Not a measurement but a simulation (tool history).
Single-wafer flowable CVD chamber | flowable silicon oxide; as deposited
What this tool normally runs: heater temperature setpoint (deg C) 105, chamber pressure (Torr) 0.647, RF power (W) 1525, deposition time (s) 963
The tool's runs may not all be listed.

run	hour	heater temperature setpoint (deg C)	chamber pressure (Torr)	RF power (W)	deposition time (s)	wafers since the last listed run	hours since the last thermocouple change	hours since the last RF generator calibration	hours since the last manometer calibration	hours since the showerhead was replaced	hours since the gauge calibration	read-back reference wafer on the same gauge, thickness_nm	mean film thickness on the monitor wafer (angstrom)
1	0	105	0.647	1525	963	0	1386.2	1425.5	1444	5047.4	40.5	358.25	3034.14
2	17.6	105	0.647	1525	963	36	1403.8	1443.1	1461.6	5065	58.1	358.721	3053.76
3	49.1	105	0.647	1525	963	66	1435.3	1474.6	1493.1	5096.5	89.6	358.004	3043.7
4	69.8	105	0.613	1525	963	43	1456	1495.3	1513.8	5117.2	110.3	357.61	2867.42
5	103.8	105	0.613	1525	963	71	1490	1529.3	1547.8	5151.2	144.3	357.788	2895.13
6	120.4	105	0.613	1525	963	34	1506.6	1545.9	1564.4	5167.8	160.9	358.589	2873.28
7	142.9	105	0.647	1525	963	47	1529.1	1568.4	1586.9	5190.3	183.4	358.49	3043.63
8	225.7	105	0.647	1525	963	173	1611.9	1651.2	1669.7	5273.1	266.2	357.906	3031.61
9	238.7	105	0.647	1525	963	27	1624.9	1664.2	1682.7	5286.1	279.2	357.659	3073.89
10	258.2	105	0.647	1525	963	40	1644.4	1683.7	1702.2	5305.6	298.7	358.445	3012.79
# hour 277.5: capacitance manometer re-zeroed and calibrated
11	287.6	96	0.647	1525	963	44	1673.8	1713.1	10.1	5335	328.1	357.864	4366.44
12	313.1	105	0.613	1525	963	53	1699.3	1738.6	35.6	5360.5	353.6	357.096	3154.45
13	333.8	95	0.647	1785	1030	43	1720	1759.3	56.3	5381.2	374.3	358.517	5022.16
14	365.3	105	0.647	1525	963	66	1751.5	1790.8	87.8	5412.7	405.8	358.62	3289.37
15	388.9	105	0.564	1440	963	49	1775.1	1814.4	111.4	5436.3	429.4	358.08	2819.41
# hour 403.5: gauge calibrated
16	404.6	105	0.647	1525	963	32	1790.8	1830.1	127.1	5452	1.1	357.692	3327.04
# hour 423.1: showerhead replaced, of another model than before
# hour 440.3: RF generator calibrated
17	440.8	105	0.647	1735	1021	42	1827	0.5	163.3	17.7	37.3	358.142	3654.91
18	454.9	96	0.506	1425	1104	29	1841.1	14.6	177.4	31.8	51.4	358.335	4027.25
# hour 466.7: thermocouple changed; heater temperature recalibrated
19	481.8	117	0.497	1420	854	39	15.1	41.5	204.3	58.7	78.3	358.009	1696.15
20	514.3	105	0.804	1525	842	68	47.6	74	236.8	91.2	110.8	357.929	3383.09
21	529.2	100	0.556	1525	1109	31	62.5	88.9	251.7	106.1	125.7	357.898	3929.64
22	555.5	92	0.572	1525	1028	55	88.8	115.2	278	132.4	152	357.568	4726.99
23	631.4	92	0.572	1525	1028	159	164.7	191.1	353.9	208.3	227.9	357.857	4687.03

Exercise: give the hidden state of the tool at every run:
wafer temperature above the value expected at the setpoint (K): 0 across all the runs
delivered RF power above the setpoint (%): 0 across all the runs
gauge reads high (%): 0 across all the runs
H1: true pressure above the setpoint (%)
run	H1
1	-9.22
2	-9.23
3	-9.26
4	-9.28
5	-9.31
6	-9.32
7	-9.34
8	-9.39
9	-9.4
10	-9.41
11	-0.194
12	-0.596
13	-0.909
14	-1.36
15	-1.68
16	-1.89
17	-2.34
18	-2.5
19	-2.81
20	-3.16
21	-3.31
22	-3.57
23	-4.24
